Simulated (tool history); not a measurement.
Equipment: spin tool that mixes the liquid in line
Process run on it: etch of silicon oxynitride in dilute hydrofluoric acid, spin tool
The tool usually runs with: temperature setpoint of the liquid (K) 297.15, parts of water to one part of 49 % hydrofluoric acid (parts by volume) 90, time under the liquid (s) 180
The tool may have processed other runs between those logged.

run     day  temperature setpoint of the liquid (K)  parts of water to one part of 49 % hydrofluoric acid (parts by volume)  time under the liquid (s)  wafers since the last listed run  hours since the thermometer was replaced  hours since the hydrofluoric acid flow meter was replaced  hours since the gauge calibration  read-back film thickness of the silicon oxynitride reference wafer, read on the same gauge (nm)  thickness taken off the silicon oxynitride on a monitor wafer (nm)
  1   0.000                                  297.15                                                                      90                        180                                 0                                     242.9                                                      160.2                              964.6                                                                                           120.00                                                                6.23
  2   2.075                                  297.15                                                                      90                        180                               222                                     292.7                                                      210.0                             1014.4                                                                                           120.02                                                                6.19
  3   4.096                                  298.65                                                                      90                        220                               216                                     341.2                                                      258.5                             1062.9                                                                                           119.99                                                                8.07
  4   6.333                                  298.65                                                                      90                        220                               239                                     394.9                                                      312.2                             1116.6                                                                                           120.01                                                                8.08
  5   7.696                                  298.65                                                                      90                        220                               146                                     427.6                                                      344.9                             1149.3                                                                                           120.01                                                                8.05
  6  10.279                                  297.15                                                                      90                        180                               276                                     489.6                                                      406.9                             1211.3                                                                                           119.96                                                                6.13
  7  11.633                                  297.15                                                                      90                        180                               145                                     522.1                                                      439.4                             1243.8                                                                                           119.98                                                                6.14
  8  13.817                                  297.15                                                                      90                        180                               234                                     574.5                                                      491.8                             1296.2                                                                                           119.98                                                                6.05
  9  16.033                                  300.65                                                                      90                        115                               237                                     627.7                                                      545.0                             1349.4                                                                                           119.99                                                                4.55
 10  19.021                                  297.15                                                                      90                         90                               320                                     699.4                                                      616.7                             1421.1                                                                                           119.98                                                                2.99
 11  21.717                                  297.15                                                                      90                        180                               289                                     764.1                                                      681.4                             1485.8                                                                                           120.01                                                                6.06
 12  23.517                                  297.15                                                                      90                        180                               192                                     807.3                                                      724.6                             1529.0                                                                                           120.00                                                                5.94
 13  24.700                                  294.15                                                                     135                        285                               126                                     835.7                                                      753.0                             1557.4                                                                                           120.00                                                                5.32
 14  27.371                                  297.15                                                                      50                        275                               286                                     899.8                                                      817.1                             1621.5                                                                                           120.00                                                               16.67
 15  29.429                                  297.15                                                                     100                        100                               220                                     949.2                                                      866.5                             1670.9                                                                                           120.01                                                                2.88
     29.858  -- hydrofluoric acid flow meter replaced
 16  31.200                                  297.15                                                                      90                        215                               185                                     991.7                                                       32.2                             1713.4                                                                                           119.99                                                                7.40
 17  33.412                                  297.15                                                                     100                        100                               237                                    1044.8                                                       85.3                             1766.5                                                                                           120.00                                                                3.03
     34.929  -- gauge calibrated
 18  35.121                                  292.15                                                                     110                         75                               183                                    1085.8                                                      126.3                                4.6                                                                                           120.02                                                                1.59
 19  38.229                                  299.15                                                                      75                        180                               333                                    1160.4                                                      200.9                               79.2                                                                                           120.03                                                                8.14
 20  42.842                                  297.15                                                                      65                        210                               494                                    1271.1                                                      311.6                              189.9                                                                                           119.99                                                                9.94
 21  45.129                                  300.65                                                                     130                        270                               245                                    1326.0                                                      366.5                              244.8                                                                                           119.99                                                                7.03
 22  47.396                                  301.65                                                                     115                         85                               243                                    1380.4                                                      420.9                              299.2                                                                                           120.01                                                                2.66
 23  50.371                                  293.15                                                                      60                        180                               318                                    1451.8                                                      492.3                              370.6                                                                                           120.01                                                                7.59
 24  53.271                                  300.65                                                                      90                        180                               310                                    1521.4                                                      561.9                              440.2                                                                                           120.01                                                                7.08
 25  55.042                                  297.15                                                                      90                        180                               189                                    1563.9                                                      604.4                              482.7                                                                                           119.98                                                                5.96
     57.888  -- hydrofluoric acid flow meter replaced
 26  57.962                                  297.15                                                                      90                        280                               308                                    1634.0                                                        1.8                              552.8                                                                                           119.99                                                                9.58
 27  59.088                                  299.65                                                                     120                        240                               120                                    1661.0                                                       28.8                              579.8                                                                                           120.01                                                                6.66
 28  61.712                                  292.65                                                                      75                        145                               281                                    1724.0                                                       91.8                              642.8                                                                                           119.99                                                                4.79
 29  63.392                                  299.65                                                                      80                        150                               180                                    1764.3                                                      132.1                              683.1                                                                                           119.98                                                                6.53
 30  64.608                                  297.15                                                                      70                        180                               130                                    1793.5                                                      161.3                              712.3                                                                                           120.01                                                                7.98
 31  66.683                                  298.65                                                                     125                        180                               222                                    1843.3                                                      211.1                              762.1                                                                                           120.01                                                                4.55
 32  67.958                                  301.65                                                                      90                        135                               136                                    1873.9                                                      241.7                              792.7                                                                                           120.02                                                                5.64
 33  71.750                                  297.15                                                                      90                        180                               406                                    1964.9                                                      332.7                              883.7                                                                                           120.01                                                                6.02

Take each entry between the runs: how does the hidden state at the last listed run before it differ from the hidden state at the first listed run after it?
From run 15 to run 16: hydrofluoric acid flow meter replaced (day 29.858)
  liquid colder than its thermometer reads (K): 0.264 -> 0.274; hydrofluoric acid flow below the setpoint (%): 4.4 -> 0.752
  what was measured, less what the result would be without the hidden state, thickness taken off the silicon oxynitride on a monitor wafer (nm): -0.18 -> -0.16
From run 17 to run 18: gauge calibrated (day 34.929)
  liquid colder than its thermometer reads (K): 0.287 -> 0.297; hydrofluoric acid flow below the setpoint (%): 1.01 -> 1.21
  what was measured, less what the result would be without the hidden state, thickness taken off the silicon oxynitride on a monitor wafer (nm): -0.07 -> -0.05
From run 25 to run 26: hydrofluoric acid flow meter replaced (day 57.888)
  liquid colder than its thermometer reads (K): 0.412 -> 0.429; hydrofluoric acid flow below the setpoint (%): 3.53 -> 0.065
  what was measured, less what the result would be without the hidden state, thickness taken off the silicon oxynitride on a monitor wafer (nm): -0.35 -> -0.21
